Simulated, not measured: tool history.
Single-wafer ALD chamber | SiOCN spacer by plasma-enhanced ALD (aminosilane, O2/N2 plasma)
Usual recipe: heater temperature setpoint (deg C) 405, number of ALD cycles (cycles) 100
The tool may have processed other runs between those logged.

run	hour	heater temperature setpoint (deg C)	number of ALD cycles (cycles)	read-back reference wafer on the same gauge, thickness_nm	mean film thickness on the monitor wafer (nm)
1	0	405	100	6.998	6.67
2	20	405	100	7.003	6.67
3	37.4	405	100	7	6.693
4	63.5	405	100	7.003	6.673
5	79.4	405	90	7	5.998
6	103.6	398	90	6.999	6.088
7	136.3	398	90	7.002	6.086
8	152.7	405	94	7	6.251
9	182.1	391	111	7.004	7.504
10	201.2	395	89	7.001	6.018
11	233.6	405	88	6.998	5.881
12	266.9	409	108	7.001	7.089
13	289	415	119	6.999	7.655
14	322.4	400	108	6.998	7.313
15	338.3	418	89	7	5.667
16	354.8	405	88	6.999	5.891
17	367.3	405	85	7.003	5.653

Taken out of this log: 2 entries between the listed runs. Where each belongs, and how the hidden state differs across it:
In the gap between runs 10 and 11: thermocouple changed; heater temperature recalibrated (hour 219.1)
  the hidden state is the same at both runs
In the gap between runs 11 and 12: gauge calibrated (hour 254.9)
  the hidden state is the same at both runs
